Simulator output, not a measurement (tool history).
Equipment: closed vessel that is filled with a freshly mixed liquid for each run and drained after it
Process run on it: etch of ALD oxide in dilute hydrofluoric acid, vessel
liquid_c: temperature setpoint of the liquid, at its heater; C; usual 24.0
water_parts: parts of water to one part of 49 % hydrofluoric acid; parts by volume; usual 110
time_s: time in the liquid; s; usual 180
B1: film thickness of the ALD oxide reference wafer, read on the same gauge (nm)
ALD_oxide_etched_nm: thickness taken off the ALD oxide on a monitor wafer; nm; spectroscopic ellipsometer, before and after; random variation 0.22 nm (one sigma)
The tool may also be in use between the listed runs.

Run 1, hour 0.0: usual settings; B1 110.00. Result: ALD_oxide_etched_nm 37.03 nm.
Run 2, hour 24.8: usual settings; B1 109.97. Result: ALD_oxide_etched_nm 36.77 nm.
Run 3, hour 39.0: usual settings; B1 109.98. Result: ALD_oxide_etched_nm 36.87 nm.
Run 4, hour 63.4: usual settings; B1 109.98. Result: ALD_oxide_etched_nm 36.75 nm.
Run 5, hour 92.0: usual settings but liquid_c 22.0 C; B1 110.00. Result: ALD_oxide_etched_nm 33.48 nm.
Run 6, hour 109.2: usual settings but liquid_c 22.0 C; B1 110.04. Result: ALD_oxide_etched_nm 33.32 nm.
Run 7, hour 141.1: usual settings; B1 110.03. Result: ALD_oxide_etched_nm 36.29 nm.
Run 8, hour 166.9: usual settings but time_s 155 s; B1 110.02. Result: ALD_oxide_etched_nm 31.22 nm.
Run 9, hour 198.6: usual settings but time_s 155 s; B1 110.02. Result: ALD_oxide_etched_nm 31.09 nm.
Run 10, hour 226.6: usual settings but liquid_c 21.0 C, time_s 140 s; B1 110.00. Result: ALD_oxide_etched_nm 24.67 nm.
Run 11, hour 240.2: usual settings but liquid_c 21.0 C, time_s 140 s; B1 109.99. Result: ALD_oxide_etched_nm 24.73 nm.
Run 12, hour 258.9: usual settings but liquid_c 21.0 C, time_s 140 s; B1 110.01. Result: ALD_oxide_etched_nm 24.78 nm.
At hour 270.2: hydrofluoric acid flow meter replaced.
Run 13, hour 284.2: usual settings; B1 109.99. Result: ALD_oxide_etched_nm 35.77 nm.
Run 14, hour 302.1: usual settings; B1 110.01. Result: ALD_oxide_etched_nm 35.51 nm.
Run 15, hour 322.3: usual settings; B1 110.02. Result: ALD_oxide_etched_nm 35.24 nm.
At hour 326.8: gauge calibrated.
Run 16, hour 354.0: usual settings but liquid_c 22.0 C, water_parts 80 parts by volume, time_s 245 s; B1 109.99. Result: ALD_oxide_etched_nm 63.84 nm.
Run 17, hour 381.6: usual settings but time_s 120 s; B1 110.03. Result: ALD_oxide_etched_nm 23.47 nm.
Run 18, hour 404.4: usual settings; B1 109.96. Result: ALD_oxide_etched_nm 35.37 nm.
Run 19, hour 438.8: usual settings but liquid_c 27.5 C, water_parts 140 parts by volume, time_s 85 s; B1 110.00. Result: ALD_oxide_etched_nm 14.46 nm.
Run 20, hour 455.0: usual settings but liquid_c 25.5 C, water_parts 150 parts by volume, time_s 105 s; B1 109.98. Result: ALD_oxide_etched_nm 15.34 nm.
At hour 477.1: thermometer replaced.
Run 21, hour 484.9: usual settings but liquid_c 21.0 C, water_parts 85 parts by volume, time_s 255 s; B1 110.01. Result: ALD_oxide_etched_nm 64.08 nm.
Run 22, hour 501.4: usual settings but water_parts 85 parts by volume; B1 109.98. Result: ALD_oxide_etched_nm 51.76 nm.
Run 23, hour 524.0: usual settings but liquid_c 28.0 C, water_parts 85 parts by volume, time_s 90 s; B1 109.98. Result: ALD_oxide_etched_nm 30.12 nm.
Run 24, hour 548.5: usual settings but time_s 155 s; B1 110.02. Result: ALD_oxide_etched_nm 33.29 nm.
Run 25, hour 569.6: usual settings but liquid_c 28.0 C, water_parts 85 parts by volume, time_s 95 s; B1 110.01. Result: ALD_oxide_etched_nm 31.18 nm.
Run 26, hour 593.8: usual settings but liquid_c 20.0 C, water_parts 55 parts by volume, time_s 130 s; B1 110.02. Result: ALD_oxide_etched_nm 50.40 nm.
Run 27, hour 608.4: usual settings but water_parts 65 parts by volume; B1 109.99. Result: ALD_oxide_etched_nm 68.60 nm.
Run 28, hour 631.4: usual settings but liquid_c 21.0 C, water_parts 80 parts by volume, time_s 95 s; B1 109.96. Result: ALD_oxide_etched_nm 25.36 nm.

Alternative continuations, all from the tool just after run 28; predict every row:
Run A, hour 632.1: usual settings but liquid_c 20.0 C; B1 ?. Result: ALD_oxide_etched_nm ?.
Run B, hour 632.1: usual settings but liquid_c 28.5 C, time_s 250 s; B1 ?. Result: ALD_oxide_etched_nm ?.
Run C, hour 632.1: usual settings but liquid_c 22.5 C, time_s 115 s; B1 ?. Result: ALD_oxide_etched_nm ?.
Run D, hour 632.1: usual settings but liquid_c 26.5 C; B1 ?. Result: ALD_oxide_etched_nm ?.
Run E, hour 632.1: usual settings but liquid_c 27.0 C; B1 ?. Result: ALD_oxide_etched_nm ?.

run      B1  ALD_oxide_etched_nm
  A  109.97                32.49
  B  109.97                63.08
  C  109.97                22.97
  D  109.97                42.08
  E  109.97                42.89
The same runs, with their run-to-run variation unchanged, on a tool lacking any hidden condition would have given:
run  ALD_oxide_etched_nm
  A                33.11
  B                64.19
  C                23.40
  D                42.83
  E                43.66

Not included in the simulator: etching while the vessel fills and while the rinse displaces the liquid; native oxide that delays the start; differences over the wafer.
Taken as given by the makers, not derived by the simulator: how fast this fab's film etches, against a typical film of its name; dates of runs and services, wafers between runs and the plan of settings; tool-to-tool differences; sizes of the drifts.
